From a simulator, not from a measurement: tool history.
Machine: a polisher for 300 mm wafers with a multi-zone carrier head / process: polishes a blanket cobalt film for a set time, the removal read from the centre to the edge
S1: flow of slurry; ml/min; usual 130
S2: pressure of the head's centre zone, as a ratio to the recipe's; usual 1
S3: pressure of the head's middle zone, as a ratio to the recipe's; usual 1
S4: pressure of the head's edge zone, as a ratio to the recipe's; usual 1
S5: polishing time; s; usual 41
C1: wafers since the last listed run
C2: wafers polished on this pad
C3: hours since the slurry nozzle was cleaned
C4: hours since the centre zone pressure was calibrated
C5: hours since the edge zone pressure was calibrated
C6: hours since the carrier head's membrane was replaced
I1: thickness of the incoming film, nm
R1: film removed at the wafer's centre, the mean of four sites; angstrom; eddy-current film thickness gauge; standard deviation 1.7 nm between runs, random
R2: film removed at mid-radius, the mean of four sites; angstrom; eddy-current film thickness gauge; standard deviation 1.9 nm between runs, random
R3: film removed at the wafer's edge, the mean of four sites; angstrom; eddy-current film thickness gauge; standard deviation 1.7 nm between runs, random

run,hour,S1,S2,S3,S4,S5,C1,C2,C3,C4,C5,C6,I1,R1,R2,R3
1,0,95,1,1,1,31,0,2186,262.1,358.7,517.4,710,1476.1,1208,1192,1204
2,57.7,130,1,1,1,41,685,2872,319.8,416.4,575.1,767.7,1484.1,1807,1724,1711
3,122.2,130,1,1,1,41,766,3638,384.3,480.9,639.6,832.2,1458.3,1800,1701,1700
# hour 170.8: edge zone pressure recalibrated
4,330.9,130,1.08,0.89,0.96,36,2456,6095,593,689.6,160.1,1040.9,1468.8,1679,1401,1495
5,385.6,95,1,1,1,31,650,6745,647.7,744.3,214.8,1095.6,1464.5,1243,1188,1225
# hour 471.6: carrier head's membrane replaced by a new one
6,472.1,130,1,1,0.9,31,968,7714,734.2,830.8,301.3,0.5,1483.6,1371,1288,1244
# hour 485.2: centre zone pressure recalibrated
# hour 500.6: slurry nozzle cleaned
7,529.6,130,1,1.04,1,41,647,8361,29,44.4,358.8,58,1471.1,1751,1773,1733
# hour 550.5: worn pad replaced by a new one
8,578.6,130,1,1,1,41,534,333,78,93.4,407.8,107,1476.3,1746,1686,1717
9,646.2,145,1.11,1,1.06,29,803,1137,145.6,161,475.4,174.6,1428,1391,1254,1259
10,711.9,130,1,0.89,1,41,780,1918,211.3,226.7,541.1,240.3,1474.8,1754,1544,1699
11,762.5,130,1,1,1.04,51,601,2519,261.9,277.3,591.7,290.9,1449.4,2189,2069,2172
# hour 922.1: edge zone pressure recalibrated
12,922.6,130,1,1,0.9,31,1878,4398,422,437.4,0.5,451,1442.9,1340,1259,1236
13,959.6,130,1.08,1,1.1,41,439,4838,459,474.4,37.5,488,1458.7,1917,1701,1845
14,1009.9,130,1,1.07,1,37,597,5435,509.3,524.7,87.8,538.3,1465.5,1612,1631,1575
15,1101.4,130,1.09,1,1,41,1087,6523,600.8,616.2,179.3,629.8,1457.9,1932,1684,1740
# hour 1124.7: centre zone pressure recalibrated
16,1182.7,130,1,1,1.08,41,942,7465,682.1,58,260.6,711.1,1468.4,1738,1722,1800
# hour 1195.6: worn pad replaced by a new one
17,1253.4,130,1,1,1,41,792,686,752.8,128.7,331.3,781.8,1453,1711,1715,1766
# hour 1293.9: slurry nozzle cleaned
18,1315.5,130,1,1.09,1,41,726,1412,21.6,190.8,393.4,843.9,1458.7,1738,1830,1721
19,1366.7,150,0.91,0.94,1,30,608,2021,72.8,242,444.6,895.1,1469.8,1195,1208,1291
20,1456,130,0.96,1,1,41,1061,3082,162.1,331.3,533.9,984.4,1435.3,1664,1704,1724
21,1557.2,130,0.95,1.05,1,41,1202,4285,263.3,432.5,635.1,1085.6,1481.9,1699,1773,1720
# hour 1580.8: edge zone pressure recalibrated
22,1594.3,130,1,1.07,1,37,417,4702,300.4,469.6,13.5,1122.7,1460.7,1602,1610,1550
23,1689.2,100,0.94,0.94,1,30,1127,5830,395.3,564.5,108.4,1217.6,1458.7,1143,1122,1205

3 options for the next run, each taken on its own from the tool as it stands now. Forecast them:
A,1689.6,130,1,1,1,41,4,5835,395.7,564.9,108.8,1218,1460.2,?,?,?
B,1689.6,165,1.05,1,1,47,4,5835,395.7,564.9,108.8,1218,1460.2,?,?,?
C,1689.6,165,1.03,0.9,1,54,4,5835,395.7,564.9,108.8,1218,1460.2,?,?,?

run,R1,R2,R3
A,1786,1688,1707
B,2256,2035,2029
C,2549,2141,2334
Stripped of hidden state, with their random variation kept, the same runs would have yielded:
run,R1,R2,R3
A,1724,1689,1707
B,2179,2035,2029
C,2461,2141,2334
